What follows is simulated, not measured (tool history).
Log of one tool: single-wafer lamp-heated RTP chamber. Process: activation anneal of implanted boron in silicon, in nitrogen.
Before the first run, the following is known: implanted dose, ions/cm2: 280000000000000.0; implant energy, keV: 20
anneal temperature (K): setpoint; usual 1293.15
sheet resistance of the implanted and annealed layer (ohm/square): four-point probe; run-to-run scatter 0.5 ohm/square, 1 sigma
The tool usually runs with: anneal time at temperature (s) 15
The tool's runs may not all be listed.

run,hour,anneal temperature (K),anneal time at temperature (s),"read-back reference wafer on the same gauge, sheet resistance",sheet resistance of the implanted and annealed layer (ohm/square)
1,0,1301.15,15,359.48,334.7
2,12.7,1301.15,15,359.56,333.65
# hour 35: pyrometer window cleaned and pyrometer calibrated
3,37,1301.15,15,359.54,333.97
4,49.5,1293.15,20,359.34,334.71
5,78.9,1293.15,20,359.45,334.51
6,113.9,1285.15,18,359.32,335.32
7,203,1285.15,18,358.88,334.39
8,215.6,1285.15,18,359.04,334.75
# hour 236.8: pyrometer window cleaned and pyrometer calibrated
9,237.3,1293.15,15,359,333.95
10,258.8,1293.15,15,358.89,333.55
11,273.6,1293.15,15,358.57,333.44
12,296.5,1293.15,15,358.52,334.41
13,310.6,1293.15,15,358.4,333.36
14,322.8,1293.15,15,358.56,334.06
15,358.8,1293.15,15,358.38,333.78
16,375.7,1322.15,18,358.11,330.35
# hour 386.3: reflector plate cleaned
17,388.1,1275.15,18,358.07,336.15
18,404.8,1293.15,15,358.11,333.32
# hour 422.6: pyrometer window cleaned and pyrometer calibrated
19,424.8,1293.15,15,357.94,333.1
20,458.4,1293.15,15,357.6,332.72
21,485.3,1283.15,20,357.51,333.37
22,499.9,1274.15,22,357.22,335.74
23,520.5,1285.15,21,357.28,332.62
24,533.9,1293.15,15,357.06,332.73
25,561,1313.15,21,356.84,330.48
# hour 561.2: gauge calibrated
26,575.7,1275.15,23,358.62,337.29
27,609.9,1293.15,15,358.94,334.74
# hour 641.4: pyrometer window cleaned and pyrometer calibrated
28,641.9,1278.15,22,358.71,335.76
29,665.6,1277.15,9,358.76,339.1
30,684.7,1293.15,15,358.86,333.98
31,708.9,1279.15,21,358.7,335.51
32,741.5,1293.15,15,358.67,333.55
33,771.5,1317.15,6,358.37,333.47
34,791.6,1293.15,15,358.39,333.6
35,825,1284.15,15,358.48,335
# hour 839: pyrometer window cleaned and pyrometer calibrated
36,917.2,1318.15,15,357.79,332.11

Below are 4 alternative next runs, each starting from the tool's condition after run 36. Predict each:
A,917.6,1293.15,15,?,?
B,917.6,1311.15,8,?,?
C,917.6,1323.15,15,?,?
D,917.6,1304.15,7,?,?

run,"read-back reference wafer on the same gauge, sheet resistance",sheet resistance of the implanted and annealed layer (ohm/square)
A,357.93,333.89
B,357.93,333.3
C,357.93,331.71
D,357.93,334.11
With the hidden condition removed and each run's random variation left untouched, the same runs would have given:
run,sheet resistance of the implanted and annealed layer (ohm/square)
A,334.78
B,334.19
C,332.6
D,335

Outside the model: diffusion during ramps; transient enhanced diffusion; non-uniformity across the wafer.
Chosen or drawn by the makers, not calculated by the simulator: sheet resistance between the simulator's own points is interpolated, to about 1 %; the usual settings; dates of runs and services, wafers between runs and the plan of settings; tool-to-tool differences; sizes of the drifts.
